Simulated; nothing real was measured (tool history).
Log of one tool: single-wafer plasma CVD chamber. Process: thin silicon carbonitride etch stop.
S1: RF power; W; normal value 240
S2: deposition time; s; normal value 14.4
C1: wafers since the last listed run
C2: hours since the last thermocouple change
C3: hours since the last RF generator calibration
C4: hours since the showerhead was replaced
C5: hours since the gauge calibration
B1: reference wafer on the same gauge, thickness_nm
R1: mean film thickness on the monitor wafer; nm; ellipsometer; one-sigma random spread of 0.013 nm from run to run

run,hour,S1,S2,C1,C2,C3,C4,C5,B1,R1
1,0,270,15.4,0,1527.1,979,2675.2,653.8,9.54,9.378
2,67.8,270,15.4,1170,1594.9,1046.8,2743,721.6,9.542,9.375
# hour 98.2: RF generator calibrated
3,166.2,240,14.4,1560,1693.3,68,2841.4,820,9.538,8.638
4,233.4,240,14.4,1159,1760.5,135.2,2908.6,887.2,9.54,8.64
5,303.1,240,14.4,1202,1830.2,204.9,2978.3,956.9,9.538,8.654
6,348.2,240,14.4,778,1875.3,250,3023.4,1002,9.538,8.652
7,425.4,240,14.4,1332,1952.5,327.2,3100.6,1079.2,9.543,8.611
8,517,240,14.4,1580,2044.1,418.8,3192.2,1170.8,9.541,8.624
9,563.4,240,14.4,800,2090.5,465.2,3238.6,1217.2,9.542,8.621
10,617.1,240,13.3,926,2144.2,518.9,3292.3,1270.9,9.548,7.964
11,655,240,14.4,654,2182.1,556.8,3330.2,1308.8,9.544,8.61
12,753.1,240,14.4,1693,2280.2,654.9,3428.3,1406.9,9.536,8.621
13,811.8,240,14.4,1013,2338.9,713.6,3487,1465.6,9.54,8.622
14,882.1,240,14.4,1213,2409.2,783.9,3557.3,1535.9,9.536,8.614
# hour 908.9: gauge calibrated
15,962.5,240,14.4,1387,2489.6,864.3,3637.7,53.6,9.539,8.597
16,1011.6,205,14.4,847,2538.7,913.4,3686.8,102.7,9.54,8.378
# hour 1053.1: thermocouple changed; heater temperature recalibrated
17,1102.5,265,15.8,1430,49.4,1004.3,3777.7,193.6,9.535,9.58
18,1147.2,285,12.3,771,94.1,1049,3822.4,238.3,9.534,7.547
19,1230.2,240,12.3,1432,177.1,1132,3905.4,321.3,9.54,7.325
# hour 1243.8: RF generator calibrated
20,1290.4,240,14.4,900,237.3,46.6,3965.6,381.5,9.538,8.657
# hour 1347.6: showerhead replaced
21,1361.2,240,14.4,1083,308.1,117.4,13.6,452.3,9.534,8.644
22,1399,270,11.7,652,345.9,155.2,51.4,490.1,9.537,7.155
23,1500.7,240,14.4,1755,447.6,256.9,153.1,591.8,9.536,8.634
24,1577.8,270,16.2,1330,524.7,334,230.2,668.9,9.537,9.868
25,1669.9,225,14.4,1589,616.8,426.1,322.3,761,9.541,8.546
26,1739.1,190,14.4,1194,686,495.3,391.5,830.2,9.538,8.362
27,1824.6,210,16.6,1475,771.5,580.8,477,915.7,9.539,9.745
28,1895.5,240,14.4,1223,842.4,651.7,547.9,986.6,9.541,8.647
29,1984.2,270,14.4,1530,931.1,740.4,636.6,1075.3,9.537,8.773
30,2088.4,255,16.4,1798,1035.3,844.6,740.8,1179.5,9.544,9.917
31,2170.7,195,12,1420,1117.6,926.9,823.1,1261.8,9.534,6.957

For some of the steps in R1 from one run to the next: how much would appear even if the tool had no hidden state, given the settings, what came in and random variation, and how much remains for the hidden state plus any gauge scatter that the measured result and the result without hidden state don't share?
Hidden conditions of the tool in this case: wafer temperature above the value expected at the setpoint (K); delivered RF power above the setpoint (%); gauge reads high (%).
Run 2 -> 3: S1 270 -> 240, S2 15.4 -> 14.4, RF generator calibrated. R1 -0.737 nm: hidden state +0.052, all else -0.789.
Run 16 -> 17: S1 205 -> 265, S2 14.4 -> 15.8, thermocouple changed; heater temperature recalibrated. R1 +1.202 nm: hidden state -0.013, all else +1.215.
Run 17 -> 18: S1 265 -> 285, S2 15.8 -> 12.3. R1 -2.033 nm: hidden state +0.013, all else -2.046.
Run 19 -> 20: S2 12.3 -> 14.4, RF generator calibrated. R1 +1.332 nm: hidden state +0.056, all else +1.276.
Run 21 -> 22: S1 240 -> 270, S2 14.4 -> 11.7. R1 -1.489 nm: hidden state -0.001, all else -1.488.
Run 30 -> 31: S1 255 -> 195, S2 16.4 -> 12. R1 -2.96 nm: hidden state +0.012, all else -2.972.
